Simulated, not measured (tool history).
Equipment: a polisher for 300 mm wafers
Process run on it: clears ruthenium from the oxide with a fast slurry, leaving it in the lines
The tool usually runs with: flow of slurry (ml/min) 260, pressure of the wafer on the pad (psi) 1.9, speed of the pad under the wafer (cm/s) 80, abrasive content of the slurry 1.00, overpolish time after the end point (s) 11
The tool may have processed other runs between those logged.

run	hour	flow of slurry (ml/min)	pressure of the wafer on the pad (psi)	speed of the pad under the wafer (cm/s)	abrasive content of the slurry	overpolish time after the end point (s)	wafers since the last listed run	wafers polished on this pad	hours since the slurry nozzle was cleaned	hours since the head pressure was calibrated	hours since the slurry blender was calibrated	incoming thickness of the incoming film, nm	time until the end point was called (s)	dishing of a wide line in a test structure (Å)
1	0.0	320	1.9	80	1.00	11	0	1061	216.0	127.7	60.1	239.5	83.7	244
2	103.4	260	1.9	80	1.00	11	876	1938	319.4	231.1	163.5	242.9	85.9	245
3	174.1	260	1.7	80	1.00	11	599	2538	390.1	301.8	234.2	238.6	92.1	225
4	214.8	260	1.7	80	1.00	11	345	2883	430.8	342.5	274.9	242.6	93.2	226
# hour 257.7: slurry nozzle cleaned
5	284.3	260	1.7	80	1.00	11	580	3464	26.6	412.0	344.4	240.0	91.6	224
# hour 298.0: worn pad replaced by a new one
6	327.6	260	1.9	80	1.00	11	333	251	69.9	455.3	387.7	238.2	82.6	249
# hour 376.9: slurry blender recalibrated
7	393.9	260	1.9	80	1.00	11	545	796	136.2	521.6	17.0	241.8	81.8	252
8	450.3	260	1.5	80	1.00	11	478	1274	192.6	578.0	73.4	238.1	101.2	207
9	479.7	260	1.5	80	1.00	11	249	1524	222.0	607.4	102.8	238.0	96.8	206
10	539.1	260	2.1	80	1.00	11	503	2028	281.4	666.8	162.2	241.7	74.9	275
11	570.0	260	1.4	80	1.00	11	262	2290	312.3	697.7	193.1	242.9	108.0	199
12	635.1	310	1.9	80	1.25	4	552	2842	377.4	762.8	258.2	242.4	75.7	104
# hour 642.8: head pressure recalibrated
13	704.0	260	1.9	80	1.00	11	567	3409	446.3	61.2	327.1	240.2	85.5	232
# hour 725.1: worn pad replaced by a new one
# hour 729.1: slurry nozzle cleaned
# hour 762.4: slurry blender recalibrated
14	766.1	320	1.9	80	1.00	11	467	322	37.0	123.3	3.7	244.7	90.3	243
15	795.0	260	1.7	108	0.80	14	245	567	65.9	152.2	32.6	239.2	79.3	334
16	847.7	260	1.9	80	1.00	11	446	1014	118.6	204.9	85.3	234.8	83.9	243
17	875.4	305	1.9	80	0.75	9	234	1249	146.3	232.6	113.0	238.7	98.0	178
18	918.7	350	1.9	80	1.00	13	367	1616	189.6	275.9	156.3	236.3	82.9	298
19	972.1	210	1.9	64	0.70	14	452	2069	243.0	329.3	209.7	242.4	132.4	207
20	1040.6	260	2.3	80	1.00	7	580	2650	311.5	397.8	278.2	240.7	71.5	187
# hour 1062.0: worn pad replaced by a new one
21	1075.4	260	1.9	80	1.00	5	261	114	346.3	432.6	313.0	236.6	82.9	114
22	1146.9	260	1.9	104	1.00	11	606	720	417.8	504.1	384.5	239.5	65.7	323
# hour 1167.6: slurry blender recalibrated
23	1207.9	260	1.9	80	1.00	11	500	1220	478.8	565.1	40.3	241.4	81.3	253
# hour 1225.9: slurry nozzle cleaned
24	1271.0	260	1.9	80	1.00	11	526	1747	45.1	628.2	103.4	240.4	83.5	250
25	1332.8	320	1.9	80	1.00	11	524	2271	106.9	690.0	165.2	237.6	77.3	259
26	1397.1	260	2.1	80	1.00	15	545	2816	171.2	754.3	229.5	240.5	73.4	368
# hour 1422.0: head pressure recalibrated
# hour 1442.6: worn pad replaced by a new one
27	1443.1	260	1.9	80	0.70	11	339	4	217.2	21.1	275.5	240.0	109.1	190
28	1508.0	260	2.3	80	1.00	7	550	554	282.1	86.0	340.4	240.0	76.9	178
29	1537.0	215	1.9	80	1.00	11	245	800	311.1	115.0	369.4	240.7	91.5	233

Below are 3 alternative next runs, each starting from the tool's condition after run 29. Predict each:
A	1537.5	260	1.9	80	1.00	11	4	804	311.6	115.5	369.9	239.4	?	?
B	1537.5	260	1.6	60	0.70	11	4	804	311.6	115.5	369.9	239.4	?	?
C	1537.5	210	1.3	56	1.20	11	4	804	311.6	115.5	369.9	239.4	?	?

run	time until the end point was called (s)	dishing of a wide line in a test structure (Å)
A	87.2	236
B	162.7	129
C	160.1	131
Had the tool no hidden state, the same runs would have come out as:
run	time until the end point was called (s)	dishing of a wide line in a test structure (Å)
A	89.9	229
B	168.0	125
C	165.3	127

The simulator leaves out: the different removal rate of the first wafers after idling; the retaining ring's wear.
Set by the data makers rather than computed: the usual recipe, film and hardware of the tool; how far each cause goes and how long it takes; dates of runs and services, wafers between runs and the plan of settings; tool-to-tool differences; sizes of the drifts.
